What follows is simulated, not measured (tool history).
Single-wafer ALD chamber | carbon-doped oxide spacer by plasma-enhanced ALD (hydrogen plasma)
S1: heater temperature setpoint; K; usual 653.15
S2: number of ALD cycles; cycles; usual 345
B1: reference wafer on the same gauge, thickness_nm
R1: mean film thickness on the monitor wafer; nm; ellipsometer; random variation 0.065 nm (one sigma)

Run 1, hour 0.0: usual settings; B1 14.195. Result: R1 16.900 nm.
Run 2, hour 71.5: usual settings; B1 14.204. Result: R1 16.791 nm.
Run 3, hour 158.8: usual settings; B1 14.168. Result: R1 16.683 nm.
Run 4, hour 212.6: usual settings; B1 14.158. Result: R1 16.872 nm.
Run 5, hour 274.3: usual settings; B1 14.182. Result: R1 16.857 nm.
Run 6, hour 328.3: usual settings; B1 14.148. Result: R1 16.685 nm.
Run 7, hour 406.8: usual settings; B1 14.140. Result: R1 16.918 nm.
Run 8, hour 518.3: usual settings; B1 14.138. Result: R1 16.797 nm.
Run 9, hour 589.0: usual settings; B1 14.109. Result: R1 16.759 nm.
Run 10, hour 667.2: usual settings; B1 14.090. Result: R1 16.702 nm.
Run 11, hour 759.3: usual settings; B1 14.073. Result: R1 16.761 nm.
Run 12, hour 798.5: usual settings; B1 14.080. Result: R1 16.804 nm.
At hour 849.2: thermocouple changed; heater temperature recalibrated.
Run 13, hour 861.3: usual settings; B1 14.063. Result: R1 16.586 nm.
Run 14, hour 926.8: usual settings but S1 661.15 K; B1 14.051. Result: R1 16.723 nm.
Run 15, hour 992.1: usual settings but S1 661.15 K; B1 14.031. Result: R1 16.524 nm.
Run 16, hour 1048.8: usual settings but S1 662.15 K; B1 14.022. Result: R1 16.734 nm.
Run 17, hour 1111.1: usual settings but S1 662.15 K; B1 14.027. Result: R1 16.670 nm.
Run 18, hour 1170.0: usual settings but S1 662.15 K; B1 13.998. Result: R1 16.609 nm.
At hour 1221.8: gauge calibrated.
Run 19, hour 1238.8: usual settings; B1 14.408. Result: R1 17.090 nm.
Run 20, hour 1326.6: usual settings; B1 14.439. Result: R1 17.121 nm.
Run 21, hour 1397.7: usual settings; B1 14.406. Result: R1 17.098 nm.
Run 22, hour 1463.3: usual settings but S1 647.15 K; B1 14.418. Result: R1 17.029 nm.
Run 23, hour 1526.5: usual settings but S2 299 cycles; B1 14.381. Result: R1 14.850 nm.
Run 24, hour 1566.8: usual settings but S1 649.15 K; B1 14.395. Result: R1 17.042 nm.
Run 25, hour 1750.6: usual settings but S1 666.15 K, S2 326 cycles; B1 14.400. Result: R1 16.209 nm.
Run 26, hour 1834.8: usual settings; B1 14.362. Result: R1 17.155 nm.
Run 27, hour 2013.9: usual settings but S1 661.15 K, S2 384 cycles; B1 14.366. Result: R1 18.927 nm.
At hour 2031.0: thermocouple changed; heater temperature recalibrated.
Run 28, hour 2093.4: usual settings but S1 661.15 K; B1 14.378. Result: R1 17.049 nm.
Run 29, hour 2161.0: usual settings; B1 14.358. Result: R1 16.987 nm.
Run 30, hour 2264.7: usual settings but S1 645.15 K, S2 378 cycles; B1 14.352. Result: R1 18.654 nm.
Run 31, hour 2358.2: usual settings; B1 14.344. Result: R1 16.997 nm.
Run 32, hour 2421.0: usual settings but S1 642.15 K, S2 401 cycles; B1 14.347. Result: R1 19.748 nm.
Run 33, hour 2531.2: usual settings but S1 645.15 K, S2 276 cycles; B1 14.338. Result: R1 13.541 nm.
Run 34, hour 2634.6: usual settings; B1 14.316. Result: R1 17.132 nm.

The next listed run, before its measurement:
Run 35, hour 2674.2: usual settings but S1 643.15 K; B1 ?. Result: R1 ?.

{"run 35": {"B1": 14.32, "R1": 17.044}}
Without the tool's hidden state the same run would have given R1 17.147 nm.

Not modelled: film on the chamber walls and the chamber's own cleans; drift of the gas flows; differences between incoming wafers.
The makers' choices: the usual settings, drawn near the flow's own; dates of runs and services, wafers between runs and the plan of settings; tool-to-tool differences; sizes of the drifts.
